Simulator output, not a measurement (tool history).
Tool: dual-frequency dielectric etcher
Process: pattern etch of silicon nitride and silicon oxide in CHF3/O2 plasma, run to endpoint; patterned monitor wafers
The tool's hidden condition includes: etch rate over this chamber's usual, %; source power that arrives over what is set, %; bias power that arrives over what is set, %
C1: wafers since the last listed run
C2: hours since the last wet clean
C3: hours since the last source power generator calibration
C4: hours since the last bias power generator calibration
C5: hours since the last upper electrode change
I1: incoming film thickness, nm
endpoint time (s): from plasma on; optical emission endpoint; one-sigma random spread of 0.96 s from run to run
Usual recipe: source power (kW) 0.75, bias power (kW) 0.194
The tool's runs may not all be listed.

{"run": 1, "hour": 0.0, "source power (kW)": 0.9, "bias power (kW)": 0.18, "C1": 0, "C2": 33.2, "C3": 2629.7, "C4": 2511.1, "C5": 2789.9, "I1": 180.4, "endpoint time (s)": 102.2}
{"run": 2, "hour": 20.4, "source power (kW)": 0.9, "bias power (kW)": 0.18, "C1": 195, "C2": 53.6, "C3": 2650.1, "C4": 2531.5, "C5": 2810.3, "I1": 179.2, "endpoint time (s)": 100.8}
{"run": 3, "hour": 51.0, "source power (kW)": 0.75, "bias power (kW)": 0.194, "C1": 293, "C2": 84.2, "C3": 2680.7, "C4": 2562.1, "C5": 2840.9, "I1": 180.5, "endpoint time (s)": 110.5}
{"run": 4, "hour": 86.9, "source power (kW)": 0.75, "bias power (kW)": 0.194, "C1": 344, "C2": 120.1, "C3": 2716.6, "C4": 2598, "C5": 2876.8, "I1": 178.6, "endpoint time (s)": 109.4}
{"run": 5, "hour": 122.9, "source power (kW)": 0.81, "bias power (kW)": 0.194, "C1": 345, "C2": 156.1, "C3": 2752.6, "C4": 2634, "C5": 2912.8, "I1": 180.6, "endpoint time (s)": 105.7}
{"run": 6, "hour": 151.6, "source power (kW)": 0.81, "bias power (kW)": 0.194, "C1": 275, "C2": 184.8, "C3": 2781.3, "C4": 2662.7, "C5": 2941.5, "I1": 181.3, "endpoint time (s)": 105.1}
{"run": 7, "hour": 181.8, "source power (kW)": 0.81, "bias power (kW)": 0.194, "C1": 289, "C2": 215, "C3": 2811.5, "C4": 2692.9, "C5": 2971.7, "I1": 180.2, "endpoint time (s)": 104.4}
{"hour": 240.5, "done": "bias power generator calibrated"}
{"run": 8, "hour": 264.1, "source power (kW)": 0.75, "bias power (kW)": 0.194, "C1": 751, "C2": 297.3, "C3": 2893.8, "C4": 23.6, "C5": 3054, "I1": 179.9, "endpoint time (s)": 107.7}
{"run": 9, "hour": 293.4, "source power (kW)": 0.75, "bias power (kW)": 0.194, "C1": 281, "C2": 326.6, "C3": 2923.1, "C4": 52.9, "C5": 3083.3, "I1": 179.3, "endpoint time (s)": 108}
{"run": 10, "hour": 319.2, "source power (kW)": 0.75, "bias power (kW)": 0.194, "C1": 247, "C2": 352.4, "C3": 2948.9, "C4": 78.7, "C5": 3109.1, "I1": 179.4, "endpoint time (s)": 108.6}
{"run": 11, "hour": 341.1, "source power (kW)": 0.75, "bias power (kW)": 0.194, "C1": 210, "C2": 374.3, "C3": 2970.8, "C4": 100.6, "C5": 3131, "I1": 180.2, "endpoint time (s)": 106.9}
{"run": 12, "hour": 364.1, "source power (kW)": 0.75, "bias power (kW)": 0.194, "C1": 220, "C2": 397.3, "C3": 2993.8, "C4": 123.6, "C5": 3154, "I1": 179.4, "endpoint time (s)": 106}
{"run": 13, "hour": 376.4, "source power (kW)": 0.75, "bias power (kW)": 0.194, "C1": 117, "C2": 409.6, "C3": 3006.1, "C4": 135.9, "C5": 3166.3, "I1": 181.8, "endpoint time (s)": 108.6}
{"hour": 408.9, "done": "wet clean of the chamber"}
{"run": 14, "hour": 409.4, "source power (kW)": 0.75, "bias power (kW)": 0.194, "C1": 86, "C2": 0.5, "C3": 3039.1, "C4": 168.9, "C5": 3199.3, "I1": 177.4, "endpoint time (s)": 103.8}
{"run": 15, "hour": 425.2, "source power (kW)": 0.75, "bias power (kW)": 0.194, "C1": 151, "C2": 16.3, "C3": 3054.9, "C4": 184.7, "C5": 3215.1, "I1": 178.4, "endpoint time (s)": 104.9}
{"run": 16, "hour": 476.4, "source power (kW)": 0.81, "bias power (kW)": 0.228, "C1": 491, "C2": 67.5, "C3": 3106.1, "C4": 235.9, "C5": 3266.3, "I1": 179, "endpoint time (s)": 92.9}
{"hour": 514.0, "done": "upper electrode replaced"}
{"run": 17, "hour": 514.5, "source power (kW)": 0.9, "bias power (kW)": 0.239, "C1": 135, "C2": 105.6, "C3": 3144.2, "C4": 274, "C5": 0.5, "I1": 179, "endpoint time (s)": 86.4}
{"run": 18, "hour": 531.1, "source power (kW)": 0.86, "bias power (kW)": 0.232, "C1": 159, "C2": 122.2, "C3": 3160.8, "C4": 290.6, "C5": 17.1, "I1": 181.4, "endpoint time (s)": 91.1}
{"hour": 546.7, "done": "source power generator calibrated"}
{"run": 19, "hour": 547.2, "source power (kW)": 0.61, "bias power (kW)": 0.227, "C1": 116, "C2": 138.3, "C3": 0.5, "C4": 306.7, "C5": 33.2, "I1": 181.1, "endpoint time (s)": 113.9}
{"run": 20, "hour": 566.3, "source power (kW)": 0.75, "bias power (kW)": 0.194, "C1": 183, "C2": 157.4, "C3": 19.6, "C4": 325.8, "C5": 52.3, "I1": 179.4, "endpoint time (s)": 103.8}
{"run": 21, "hour": 585.3, "source power (kW)": 0.68, "bias power (kW)": 0.228, "C1": 182, "C2": 176.4, "C3": 38.6, "C4": 344.8, "C5": 71.3, "I1": 180.2, "endpoint time (s)": 105.7}
{"run": 22, "hour": 612.5, "source power (kW)": 0.67, "bias power (kW)": 0.194, "C1": 260, "C2": 203.6, "C3": 65.8, "C4": 372, "C5": 98.5, "I1": 179.7, "endpoint time (s)": 109.9}
{"hour": 640.1, "done": "wet clean of the chamber, repeated, since the last time left the tool worse"}
{"run": 23, "hour": 640.6, "source power (kW)": 0.75, "bias power (kW)": 0.194, "C1": 39, "C2": 0.5, "C3": 93.9, "C4": 400.1, "C5": 126.6, "I1": 178.6, "endpoint time (s)": 110.3}
{"run": 24, "hour": 646.4, "source power (kW)": 0.56, "bias power (kW)": 0.232, "C1": 55, "C2": 6.3, "C3": 99.7, "C4": 405.9, "C5": 132.4, "I1": 179.2, "endpoint time (s)": 124.8}
{"run": 25, "hour": 677.5, "source power (kW)": 0.65, "bias power (kW)": 0.239, "C1": 298, "C2": 37.4, "C3": 130.8, "C4": 437, "C5": 163.5, "I1": 178.3, "endpoint time (s)": 111.2}
{"run": 26, "hour": 690.7, "source power (kW)": 0.82, "bias power (kW)": 0.23, "C1": 126, "C2": 50.6, "C3": 144, "C4": 450.2, "C5": 176.7, "I1": 180.8, "endpoint time (s)": 99.8}
{"run": 27, "hour": 723.8, "source power (kW)": 0.75, "bias power (kW)": 0.194, "C1": 317, "C2": 83.7, "C3": 177.1, "C4": 483.3, "C5": 209.8, "I1": 179, "endpoint time (s)": 110.5}
{"run": 28, "hour": 742.0, "source power (kW)": 0.81, "bias power (kW)": 0.194, "C1": 174, "C2": 101.9, "C3": 195.3, "C4": 501.5, "C5": 228, "I1": 177.9, "endpoint time (s)": 102.5}
{"run": 29, "hour": 773.1, "source power (kW)": 0.75, "bias power (kW)": 0.194, "C1": 298, "C2": 133, "C3": 226.4, "C4": 532.6, "C5": 259.1, "I1": 180.8, "endpoint time (s)": 110.6}
{"run": 30, "hour": 801.9, "source power (kW)": 0.9, "bias power (kW)": 0.163, "C1": 276, "C2": 161.8, "C3": 255.2, "C4": 561.4, "C5": 287.9, "I1": 180.9, "endpoint time (s)": 104}
{"run": 31, "hour": 831.6, "source power (kW)": 0.75, "bias power (kW)": 0.194, "C1": 284, "C2": 191.5, "C3": 284.9, "C4": 591.1, "C5": 317.6, "I1": 181.8, "endpoint time (s)": 111.2}
{"run": 32, "hour": 845.0, "source power (kW)": 0.75, "bias power (kW)": 0.16, "C1": 128, "C2": 204.9, "C3": 298.3, "C4": 604.5, "C5": 331, "I1": 179.8, "endpoint time (s)": 113.8}
{"run": 33, "hour": 878.0, "source power (kW)": 0.63, "bias power (kW)": 0.228, "C1": 316, "C2": 237.9, "C3": 331.3, "C4": 637.5, "C5": 364, "I1": 180.9, "endpoint time (s)": 115.3}
{"run": 34, "hour": 899.3, "source power (kW)": 0.75, "bias power (kW)": 0.194, "C1": 204, "C2": 259.2, "C3": 352.6, "C4": 658.8, "C5": 385.3, "I1": 178.7, "endpoint time (s)": 106.1}
{"run": 35, "hour": 913.8, "source power (kW)": 0.93, "bias power (kW)": 0.194, "C1": 139, "C2": 273.7, "C3": 367.1, "C4": 673.3, "C5": 399.8, "I1": 180.1, "endpoint time (s)": 96.6}

Alternative continuations, all from the tool just after run 35; predict every row:
{"run": "A", "hour": 914.3, "source power (kW)": 0.75, "bias power (kW)": 0.241, "C1": 4, "C2": 274.2, "C3": 367.6, "C4": 673.8, "C5": 400.3, "I1": 180.4, "endpoint time (s)": "?"}
{"run": "B", "hour": 914.3, "source power (kW)": 0.57, "bias power (kW)": 0.231, "C1": 4, "C2": 274.2, "C3": 367.6, "C4": 673.8, "C5": 400.3, "I1": 180.4, "endpoint time (s)": "?"}
{"run": "C", "hour": 914.3, "source power (kW)": 0.81, "bias power (kW)": 0.227, "C1": 4, "C2": 274.2, "C3": 367.6, "C4": 673.8, "C5": 400.3, "I1": 180.4, "endpoint time (s)": "?"}
{"run": "D", "hour": 914.3, "source power (kW)": 0.85, "bias power (kW)": 0.194, "C1": 4, "C2": 274.2, "C3": 367.6, "C4": 673.8, "C5": 400.3, "I1": 180.4, "endpoint time (s)": "?"}

run=A endpoint_time_(s)=100.3
run=B endpoint_time_(s)=122.4
run=C endpoint_time_(s)=97.9
run=D endpoint_time_(s)=100.4
Stripped of hidden state, with their random variation kept, the same runs would have yielded:
run=A endpoint_time_(s)=102.4
run=B endpoint_time_(s)=124.9
run=C endpoint_time_(s)=99.9
run=D endpoint_time_(s)=102.4
